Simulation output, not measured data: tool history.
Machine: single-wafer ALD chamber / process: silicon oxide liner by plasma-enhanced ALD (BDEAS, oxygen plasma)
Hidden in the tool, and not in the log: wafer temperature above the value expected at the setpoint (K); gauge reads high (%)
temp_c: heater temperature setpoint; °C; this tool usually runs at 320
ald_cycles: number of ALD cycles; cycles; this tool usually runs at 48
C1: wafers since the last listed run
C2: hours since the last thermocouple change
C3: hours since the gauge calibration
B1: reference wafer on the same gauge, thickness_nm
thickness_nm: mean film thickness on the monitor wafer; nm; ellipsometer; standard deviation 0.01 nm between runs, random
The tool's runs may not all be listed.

Run 1, hour 0: usual settings; C1 0; C2 544.2; C3 1093.6; B1 4.46. Result: thickness_nm 4.057 nm.
Run 2, hour 68.3: usual settings; C1 352; C2 612.5; C3 1161.9; B1 4.462. Result: thickness_nm 4.048 nm.
Run 3, hour 151: usual settings; C1 427; C2 695.2; C3 1244.6; B1 4.461. Result: thickness_nm 4.07 nm.
Run 4, hour 249.4: usual settings but temp_c 311 °C, ald_cycles 45 cycles; C1 508; C2 793.6; C3 1343; B1 4.46. Result: thickness_nm 3.849 nm.
Run 5, hour 293.4: usual settings but temp_c 311 °C, ald_cycles 45 cycles; C1 227; C2 837.6; C3 1387; B1 4.461. Result: thickness_nm 3.848 nm.
At hour 328.3: gauge calibrated.
Run 6, hour 341.8: usual settings but temp_c 311 °C, ald_cycles 45 cycles; C1 249; C2 886; C3 13.5; B1 4.459. Result: thickness_nm 3.837 nm.
Run 7, hour 435.5: usual settings but temp_c 328 °C; C1 483; C2 979.7; C3 107.2; B1 4.457. Result: thickness_nm 4.048 nm.
Run 8, hour 502.6: usual settings but temp_c 328 °C; C1 346; C2 1046.8; C3 174.3; B1 4.459. Result: thickness_nm 4.034 nm.
Run 9, hour 578.8: usual settings; C1 393; C2 1123; C3 250.5; B1 4.46. Result: thickness_nm 4.092 nm.
Run 10, hour 651.1: usual settings but ald_cycles 45 cycles; C1 373; C2 1195.3; C3 322.8; B1 4.463. Result: thickness_nm 3.806 nm.
Run 11, hour 757.3: usual settings; C1 548; C2 1301.5; C3 429; B1 4.459. Result: thickness_nm 4.065 nm.
Run 12, hour 828.7: usual settings; C1 368; C2 1372.9; C3 500.4; B1 4.459. Result: thickness_nm 4.05 nm.
Run 13, hour 881.7: usual settings; C1 273; C2 1425.9; C3 553.4; B1 4.458. Result: thickness_nm 4.059 nm.
Run 14, hour 946.2: usual settings; C1 333; C2 1490.4; C3 617.9; B1 4.461. Result: thickness_nm 4.045 nm.
Run 15, hour 990.1: usual settings; C1 226; C2 1534.3; C3 661.8; B1 4.461. Result: thickness_nm 4.075 nm.
Run 16, hour 1066.3: usual settings; C1 393; C2 1610.5; C3 738; B1 4.461. Result: thickness_nm 4.073 nm.
Run 17, hour 1172.8: usual settings but temp_c 313 °C, ald_cycles 52 cycles; C1 549; C2 1717; C3 844.5; B1 4.459. Result: thickness_nm 4.447 nm.
Run 18, hour 1265.3: usual settings; C1 477; C2 1809.5; C3 937; B1 4.46. Result: thickness_nm 4.064 nm.
Run 19, hour 1336.2: usual settings but temp_c 308 °C, ald_cycles 56 cycles; C1 366; C2 1880.4; C3 1007.9; B1 4.46. Result: thickness_nm 4.828 nm.
Run 20, hour 1399.1: usual settings but temp_c 309 °C, ald_cycles 42 cycles; C1 324; C2 1943.3; C3 1070.8; B1 4.459. Result: thickness_nm 3.617 nm.
At hour 1409.7: thermocouple changed; heater temperature recalibrated.
Run 21, hour 1466.6: usual settings but temp_c 325 °C, ald_cycles 56 cycles; C1 307; C2 56.9; C3 1138.3; B1 4.46. Result: thickness_nm 4.724 nm.

Forecast run 22:
Run 22, hour 1505.4: usual settings but ald_cycles 40 cycles; C1 200; C2 95.7; C3 1177.1; B1 ?. Result: thickness_nm ?.

B1: 4.461
thickness_nm: 3.405 nm
Without the tool's hidden state the same run would have given thickness_nm 3.405 nm.

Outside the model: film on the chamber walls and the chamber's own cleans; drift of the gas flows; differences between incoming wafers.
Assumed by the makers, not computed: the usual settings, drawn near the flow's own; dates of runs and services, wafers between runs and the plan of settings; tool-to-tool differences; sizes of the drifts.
